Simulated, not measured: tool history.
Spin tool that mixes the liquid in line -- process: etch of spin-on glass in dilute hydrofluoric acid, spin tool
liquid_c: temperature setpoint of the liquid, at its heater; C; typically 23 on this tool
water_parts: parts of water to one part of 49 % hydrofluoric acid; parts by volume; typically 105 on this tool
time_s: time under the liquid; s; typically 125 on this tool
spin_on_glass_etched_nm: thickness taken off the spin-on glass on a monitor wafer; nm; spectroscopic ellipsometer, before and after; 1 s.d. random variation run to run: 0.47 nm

run,hour,liquid_c,water_parts,time_s,"read-back film thickness of the spin-on glass reference wafer, read on the same gauge (nm)",spin_on_glass_etched_nm
1,0,23,105,125,120,47.66
2,83.7,23,105,125,120,47.4
3,140.6,23,105,125,120.01,46.34
4,199.8,23,105,125,120,46.15
5,289,23,105,125,120,45.77
# hour 326.2: hydrofluoric acid flow meter replaced
# hour 368.7: thermometer replaced
6,387.6,23,105,125,120,48.36
7,472.4,23,105,125,120.01,48.04
8,556.3,23,105,125,120,47.41
9,638.9,23,80,125,120,63.41
10,736.9,23,105,125,119.99,48.2
# hour 790.7: gauge calibrated
11,807.6,23,105,125,120,47.1
12,911.9,25,145,200,120,55.75
13,1009.1,25.5,65,125,119.99,89.78
# hour 1050: hydrofluoric acid flow meter replaced
14,1057.6,23,105,180,120.01,73.54
# hour 1114.1: thermometer replaced
15,1336.7,23,105,180,120.01,68.76
16,1406.8,23,120,150,120,49.7
17,1477.9,18.5,105,125,120,39.72
18,1553.5,21.5,105,125,120,44.61
19,1623.6,23,105,125,120.02,47.06
20,1671.8,20,105,175,120,58.81
21,1730.6,20,70,165,119.99,86.5
22,1772.8,23,105,90,119.99,33.76

Measured less the same run without the tool's hidden state. The same run-to-run variation is in both; the gauge's scatter may not be:
Hidden conditions of the tool in this case: liquid hotter than its thermometer reads (K); hydrofluoric acid flow below the setpoint (%); gauge reads high (%).
run,spin_on_glass_etched_nm
1,-1.9
2,-2.16
3,-2.28
4,-2.45
5,-2.72
6,-0.34
7,-0.56
8,-0.77
9,-1.26
10,-1.29
11,-1.47
12,-2.33
13,-3.66
14,+2.03
15,-1.39
16,-1.25
17,-1.06
18,-1.45
19,-1.77
20,-2.3
21,-3.38
22,-1.6
